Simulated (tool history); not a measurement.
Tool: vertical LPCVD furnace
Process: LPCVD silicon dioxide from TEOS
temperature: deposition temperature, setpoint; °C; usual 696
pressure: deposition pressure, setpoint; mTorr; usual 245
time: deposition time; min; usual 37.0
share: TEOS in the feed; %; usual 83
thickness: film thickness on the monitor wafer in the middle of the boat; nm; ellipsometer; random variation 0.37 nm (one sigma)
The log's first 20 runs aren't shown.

run    hour  temperature  pressure  time  share  wafers since the last listed run  hours since the last temperature calibration  hours since the pressure gauge was zeroed  hours since the TEOS flow controller was replaced  hours since the gauge calibration  read-back reference wafer on the same gauge, thickness  thickness
 21  1084.4          696       205  37.0     90                               873                                         608.8                                      574.0                                              131.3                               94.0                                                  238.93     234.24
 22  1136.6          696       265  26.5     74                               915                                         661.0                                      626.2                                              183.5                              146.2                                                  239.01     174.18
 23  1178.0          690       245  41.5     97                               726                                         702.4                                      667.6                                              224.9                              187.6                                                  238.97     259.79
 24  1204.0          696       295  46.0     74                               456                                         728.4                                      693.6                                              250.9                              213.6                                                  239.03     319.43
 25  1243.0          705       245  32.0     75                               684                                         767.4                                      732.6                                              289.9                              252.6                                                  239.04     251.11
 26  1295.2          696       245  37.0     69                               915                                         819.6                                      784.8                                              342.1                              304.8                                                  239.01     226.02
 27  1330.9          696       245  37.0     83                               626                                         855.3                                      820.5                                              377.8                              340.5                                                  238.91     247.82
 28  1368.2          696       225  37.0     94                               654                                         892.6                                      857.8                                              415.1                              377.8                                                  239.13     253.29
 29  1413.5          696       245  37.0     83                               794                                         937.9                                      903.1                                              460.4                              423.1                                                  239.03     248.09
 30  1476.8          696       245  27.0     83                              1110                                        1001.2                                      966.4                                              523.7                              486.4                                                  239.04     180.77
 31  1532.7          685       245  37.0     83                               980                                        1057.1                                     1022.3                                              579.6                              542.3                                                  239.00     192.24

Forecast each of these 4 alternatives for the next run:
  A  1537.9          696       245  37.0     83                                91                                        1062.3                                     1027.5                                              584.8                              547.5                                                       ?          ?
  B  1537.9          696       290  28.5     83                                91                                        1062.3                                     1027.5                                              584.8                              547.5                                                       ?          ?
  C  1537.9          688       245  30.0     78                                91                                        1062.3                                     1027.5                                              584.8                              547.5                                                       ?          ?
  D  1537.9          704       200  31.5     92                                91                                        1062.3                                     1027.5                                              584.8                              547.5                                                       ?          ?

run  read-back reference wafer on the same gauge, thickness  thickness
  A                                                  239.05     248.02
  B                                                  239.05     207.90
  C                                                  239.05     161.38
  D                                                  239.05     241.80
Without the tool's hidden state the same runs would have given:
run  thickness
  A     244.65
  B     205.03
  C     159.15
  D     238.65
